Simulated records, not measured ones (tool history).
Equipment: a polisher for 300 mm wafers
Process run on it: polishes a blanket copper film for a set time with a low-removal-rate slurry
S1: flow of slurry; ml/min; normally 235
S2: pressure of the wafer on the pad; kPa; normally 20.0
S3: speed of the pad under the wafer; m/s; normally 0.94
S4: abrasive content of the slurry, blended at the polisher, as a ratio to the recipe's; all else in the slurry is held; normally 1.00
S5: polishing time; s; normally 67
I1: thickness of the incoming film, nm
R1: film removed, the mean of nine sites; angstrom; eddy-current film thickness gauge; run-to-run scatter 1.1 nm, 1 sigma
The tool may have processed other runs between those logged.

run,hour,S1,S2,S3,S4,S5,I1,R1
1,0.0,235,20.0,0.94,1.00,67,1167.2,1682
2,47.1,235,20.0,0.94,1.00,67,1171.5,1656
# hour 64.3: worn pad replaced by a new one
3,77.7,235,20.0,0.94,1.00,67,1170.1,1695
4,132.2,235,20.0,0.94,1.00,67,1153.4,1658
# hour 139.0: slurry nozzle cleaned
# hour 170.8: slurry blender recalibrated
# hour 178.9: head pressure recalibrated
5,182.7,235,20.0,0.94,1.00,67,1127.8,1734
6,231.8,235,20.0,0.94,1.00,67,1142.0,1717
7,282.3,235,20.0,0.94,0.90,67,1148.9,1677
8,326.9,235,20.0,0.94,1.00,67,1155.9,1683
9,358.5,235,15.9,1.08,1.15,59,1171.6,1370
10,421.7,195,16.5,0.94,1.00,67,1159.1,1349
11,458.2,235,20.0,0.94,0.75,67,1138.2,1576
12,491.7,235,26.2,0.94,1.00,67,1168.3,2158
13,524.5,190,13.1,0.94,0.85,67,1166.6,1007
# hour 558.6: worn pad replaced by a new one
# hour 583.7: slurry nozzle cleaned
14,711.0,235,20.0,0.94,1.00,77,1132.6,1956
# hour 722.9: slurry blender recalibrated
15,749.8,235,20.0,0.94,1.25,78,1136.8,2070
16,807.8,235,20.0,0.94,1.10,67,1146.1,1706
17,842.6,235,16.5,0.80,1.25,45,1160.6,847
18,868.8,235,22.1,0.94,1.00,67,1134.7,1811
19,898.9,235,20.0,0.94,1.00,67,1162.8,1656
20,967.2,290,20.0,0.94,1.00,67,1136.4,1650
21,1004.9,235,15.9,0.94,0.75,67,1150.9,1208
# hour 1016.1: worn pad replaced by a new one
# hour 1049.8: slurry nozzle cleaned
22,1094.8,235,24.8,0.94,0.90,59,1165.7,1861
23,1138.8,235,20.0,0.94,1.00,67,1128.2,1728
# hour 1168.3: slurry blender recalibrated
24,1193.2,235,22.8,0.84,1.10,48,1138.4,1295
25,1220.9,235,20.0,0.94,1.00,67,1159.6,1696
26,1274.7,190,20.0,1.02,1.15,57,1147.8,1550
27,1325.8,165,20.0,0.94,1.00,67,1149.4,1617
28,1382.2,235,20.0,0.80,1.00,49,1158.6,1066
# hour 1395.8: head pressure recalibrated
29,1435.1,175,17.2,0.84,1.00,78,1129.8,1452
30,1469.5,235,20.0,0.94,1.15,90,1134.4,2256
# hour 1494.2: worn pad replaced by a new one
31,1530.5,235,20.0,0.94,1.00,67,1151.6,1683

What was the tool's hidden state at every run in the log?
deviation of the head's pressure from its setpoint, %: 0, the same for each run
abrasive missing from the slurry, %: 0, the same for each run
H1: removal rate lost through wear of the pad, %
H2: slurry flow missing at the pad, %
run,H1,H2
1,3.08,29.2
2,3.46,32.8
3,0.466,35.2
4,0.906,39.4
5,1.31,4.39
6,1.71,8.19
7,2.12,12.1
8,2.48,15.6
9,2.73,18
10,3.24,22.9
11,3.54,25.7
12,3.81,28.3
13,4.07,30.9
14,1.26,21.6
15,1.57,24.7
16,2.04,29.1
17,2.32,31.8
18,2.53,33.9
19,2.77,36.2
20,3.33,41.5
21,3.63,44.4
22,1.01,5.99
23,1.37,9.4
24,1.81,13.6
25,2.03,15.8
26,2.47,19.9
27,2.88,23.9
28,3.34,28.3
29,3.76,32.4
30,4.04,35
31,0.42,39.7
